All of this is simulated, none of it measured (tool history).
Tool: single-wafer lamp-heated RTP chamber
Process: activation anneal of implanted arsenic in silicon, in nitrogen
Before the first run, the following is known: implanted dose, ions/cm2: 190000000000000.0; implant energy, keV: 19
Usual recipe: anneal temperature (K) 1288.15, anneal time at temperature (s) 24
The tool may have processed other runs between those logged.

run,hour,anneal temperature (K),anneal time at temperature (s),wafers since the last listed run,wafers since the last pyrometer calibration,wafers since the reflector plate was cleaned,hours since the gauge calibration,"read-back reference wafer on the same gauge, sheet resistance",sheet resistance of the implanted and annealed layer (ohm/square)
1,0.0,1288.15,24,0,1738,11739,158.4,534.14,473.02
2,15.8,1288.15,24,230,1969,11970,174.2,534.31,471.95
3,25.9,1288.15,24,147,2116,12117,184.3,533.97,472.32
4,40.6,1288.15,24,214,2331,12332,199.0,533.68,473.09
5,53.2,1265.15,24,183,2515,12516,211.6,533.83,474.71
6,69.8,1265.15,24,242,2757,12758,228.2,533.92,475.32
7,85.7,1265.15,24,232,2989,12990,244.1,533.12,473.39
8,93.0,1288.15,24,106,3096,13097,251.4,533.25,470.69
9,104.1,1288.15,24,162,3258,13259,262.5,533.05,471.71
10,111.5,1288.15,24,108,3366,13367,269.9,532.80,471.28
# hour 123.1: pyrometer window cleaned and pyrometer calibrated
11,124.3,1288.15,24,70,18,13437,282.7,532.63,471.24
12,133.1,1288.15,24,128,146,13565,291.5,532.90,470.40
13,147.8,1288.15,24,214,361,13780,306.2,532.80,471.74
14,156.5,1288.15,24,127,488,13907,314.9,532.12,470.26
15,167.0,1310.15,24,153,641,14060,325.4,532.23,467.39
16,184.4,1310.15,24,254,895,14314,342.8,531.71,465.59
17,200.5,1310.15,24,235,1130,14549,358.9,531.86,466.77
18,212.7,1274.15,13,178,1308,14727,371.1,531.14,475.29
# hour 222.0: reflector plate cleaned
19,222.6,1288.15,24,27,1336,8,381.0,531.41,470.34
20,235.1,1288.15,24,182,1518,190,393.5,531.08,470.57
21,247.5,1298.15,15,181,1699,371,405.9,530.49,470.17
22,264.8,1279.15,14,252,1952,624,423.2,529.81,472.37
23,276.0,1288.15,24,163,2115,787,434.4,530.01,469.12
24,289.7,1288.15,28,199,2315,987,448.1,529.88,467.83
# hour 293.8: gauge calibrated
25,297.7,1288.15,24,116,2432,1104,3.9,533.94,472.83
26,307.1,1288.15,24,137,2569,1241,13.3,533.43,473.26
27,321.9,1296.15,16,216,2785,1457,28.1,533.88,472.85
# hour 333.2: pyrometer window cleaned and pyrometer calibrated
28,333.7,1313.15,33,55,6,1513,39.9,533.55,464.27
29,345.1,1288.15,20,166,173,1679,51.3,533.53,474.61
30,359.6,1318.15,12,211,384,1891,65.8,534.15,471.41
31,370.1,1265.15,24,153,538,2044,76.3,533.85,475.37
32,382.4,1270.15,33,179,717,2224,88.6,534.18,473.63
33,395.6,1288.15,24,192,910,2417,101.8,534.05,472.14
34,428.8,1288.15,24,484,1394,2901,135.0,533.19,471.51
35,435.2,1275.15,29,93,1488,2995,141.4,533.80,473.75
36,451.8,1288.15,35,242,1730,3237,158.0,533.17,469.29

Consider 5 possible next runs. They are alternatives, not a sequence: every one starts from the tool as it was left by run 36. What does each give?
A,452.2,1288.15,10,5,1736,3243,158.4,?,?
B,452.2,1278.15,30,5,1736,3243,158.4,?,?
C,452.2,1258.15,11,5,1736,3243,158.4,?,?
D,452.2,1261.15,29,5,1736,3243,158.4,?,?
E,452.2,1262.15,38,5,1736,3243,158.4,?,?

run,"read-back reference wafer on the same gauge, sheet resistance",sheet resistance of the implanted and annealed layer (ohm/square)
A,533.43,475.25
B,533.43,470.78
C,533.43,477.42
D,533.43,473.12
E,533.43,471.54
What these runs would have given with no unlogged condition in the tool:
run,sheet resistance of the implanted and annealed layer (ohm/square)
A,475.83
B,471.35
C,478.00
D,473.69
E,472.12

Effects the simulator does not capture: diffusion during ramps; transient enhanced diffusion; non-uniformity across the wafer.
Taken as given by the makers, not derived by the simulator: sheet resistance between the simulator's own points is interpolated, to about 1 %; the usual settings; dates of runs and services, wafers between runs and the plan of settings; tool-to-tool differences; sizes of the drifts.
